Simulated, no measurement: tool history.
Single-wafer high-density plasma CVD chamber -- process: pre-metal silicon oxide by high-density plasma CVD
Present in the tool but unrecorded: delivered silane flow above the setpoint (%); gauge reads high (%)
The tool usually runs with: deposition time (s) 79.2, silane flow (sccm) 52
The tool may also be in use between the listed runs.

run,hour,deposition time (s),silane flow (sccm),wafers since the last listed run,hours since the silane flow controller was replaced,hours since the gauge calibration,"read-back reference wafer on the same gauge, thickness_nm",mean film thickness on the monitor wafer (nm)
1,0.0,79.2,52,0,3994.7,206.8,484.118,408.378
2,21.4,69.6,57,319,4016.1,228.2,483.870,394.517
3,34.0,79.2,57,188,4028.7,240.8,483.687,448.932
4,49.3,79.2,57,228,4044.0,256.1,483.846,447.549
5,63.1,79.2,52,206,4057.8,269.9,483.996,406.153
6,80.1,79.2,52,254,4074.8,286.9,483.956,407.447
7,100.7,79.2,56,307,4095.4,307.5,483.869,438.331
8,123.4,79.2,56,339,4118.1,330.2,484.073,439.346
9,135.9,79.2,52,186,4130.6,342.7,483.872,406.691
10,156.8,79.2,52,312,4151.5,363.6,484.186,408.454
11,178.4,79.2,52,322,4173.1,385.2,484.024,407.283
12,205.7,79.2,52,408,4200.4,412.5,483.804,408.003
13,234.3,79.2,52,427,4229.0,441.1,483.930,405.246
14,257.3,79.2,46,343,4252.0,464.1,484.231,359.182
15,289.8,86.7,55,485,4284.5,496.6,483.814,470.033
16,325.8,79.2,52,538,4320.5,532.6,484.012,405.559
17,348.4,79.2,52,337,4343.1,555.2,483.793,405.458
18,370.4,71.2,43,328,4365.1,577.2,484.122,302.037
19,384.6,94.6,44,212,4379.3,591.4,484.205,409.546

Forecast run 20:
# hour 384.7: gauge calibrated
20,417.3,79.2,52,488,4412.0,32.6,?,?

{"run 20": {"read-back reference wafer on the same gauge, thickness_nm": 484.418, "mean film thickness on the monitor wafer (nm)": 404.207}}
If the tool had no hidden condition, the same run with the same run-to-run variation would have returned mean film thickness on the monitor wafer (nm) 427.739.

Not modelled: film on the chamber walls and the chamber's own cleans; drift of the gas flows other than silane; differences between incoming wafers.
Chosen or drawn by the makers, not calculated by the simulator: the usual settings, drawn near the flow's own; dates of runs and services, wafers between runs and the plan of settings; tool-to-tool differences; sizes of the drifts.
